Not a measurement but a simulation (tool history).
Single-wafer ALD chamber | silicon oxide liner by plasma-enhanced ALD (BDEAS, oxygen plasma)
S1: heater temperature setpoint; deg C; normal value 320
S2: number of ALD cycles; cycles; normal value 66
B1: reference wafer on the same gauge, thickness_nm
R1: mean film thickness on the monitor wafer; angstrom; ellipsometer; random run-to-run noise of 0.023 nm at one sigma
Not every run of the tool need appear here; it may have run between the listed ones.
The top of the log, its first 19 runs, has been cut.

{"run": 20, "day": 23.954, "S1": 320, "S2": 66, "B1": 5.221, "R1": 54.24}
{"run": 21, "day": 24.608, "S1": 320, "S2": 75, "B1": 5.219, "R1": 61.69}
{"run": 22, "day": 25.304, "S1": 320, "S2": 66, "B1": 5.22, "R1": 54.7}
{"run": 23, "day": 25.808, "S1": 325, "S2": 70, "B1": 5.22, "R1": 57.75}
{"run": 24, "day": 26.967, "S1": 320, "S2": 66, "B1": 5.22, "R1": 54.57}
{"run": 25, "day": 28.292, "S1": 316, "S2": 66, "B1": 5.219, "R1": 54.65}
{"run": 26, "day": 32.783, "S1": 306, "S2": 55, "B1": 5.216, "R1": 45.88}
{"run": 27, "day": 34.233, "S1": 320, "S2": 66, "B1": 5.217, "R1": 54.48}
{"run": 28, "day": 35.046, "S1": 320, "S2": 66, "B1": 5.218, "R1": 54.09}
{"run": 29, "day": 36.438, "S1": 326, "S2": 66, "B1": 5.215, "R1": 53.96}
{"day": 37.904, "done": "gauge calibrated"}
{"run": 30, "day": 40.35, "S1": 320, "S2": 66, "B1": 5.215, "R1": 54.74}
{"run": 31, "day": 41.204, "S1": 320, "S2": 66, "B1": 5.22, "R1": 54.72}
{"run": 32, "day": 42.642, "S1": 314, "S2": 66, "B1": 5.22, "R1": 54.92}
{"run": 33, "day": 45.925, "S1": 325, "S2": 54, "B1": 5.213, "R1": 44.33}
{"run": 34, "day": 47.146, "S1": 331, "S2": 74, "B1": 5.216, "R1": 59.82}
{"run": 35, "day": 48.038, "S1": 330, "S2": 66, "B1": 5.222, "R1": 53.98}
{"run": 36, "day": 49.183, "S1": 315, "S2": 61, "B1": 5.219, "R1": 50.56}
{"run": 37, "day": 50.279, "S1": 314, "S2": 58, "B1": 5.217, "R1": 48.16}
{"run": 38, "day": 50.983, "S1": 325, "S2": 54, "B1": 5.225, "R1": 43.95}
{"run": 39, "day": 51.488, "S1": 312, "S2": 78, "B1": 5.222, "R1": 65.4}
{"run": 40, "day": 52.721, "S1": 325, "S2": 70, "B1": 5.217, "R1": 57.45}
{"run": 41, "day": 53.262, "S1": 332, "S2": 57, "B1": 5.215, "R1": 45.85}

Forecast each of these 3 alternatives for the next run:
{"run": "A", "day": 53.283, "S1": 320, "S2": 66, "B1": "?", "R1": "?"}
{"run": "B", "day": 53.283, "S1": 309, "S2": 76, "B1": "?", "R1": "?"}
{"run": "C", "day": 53.283, "S1": 313, "S2": 61, "B1": "?", "R1": "?"}

run=A B1=5.218 R1=54.75
run=B B1=5.218 R1=63.94
run=C B1=5.218 R1=51.06
With no hidden state in the tool, these same runs would have given:
run=A R1=54.75
run=B R1=63.94
run=C R1=51.06

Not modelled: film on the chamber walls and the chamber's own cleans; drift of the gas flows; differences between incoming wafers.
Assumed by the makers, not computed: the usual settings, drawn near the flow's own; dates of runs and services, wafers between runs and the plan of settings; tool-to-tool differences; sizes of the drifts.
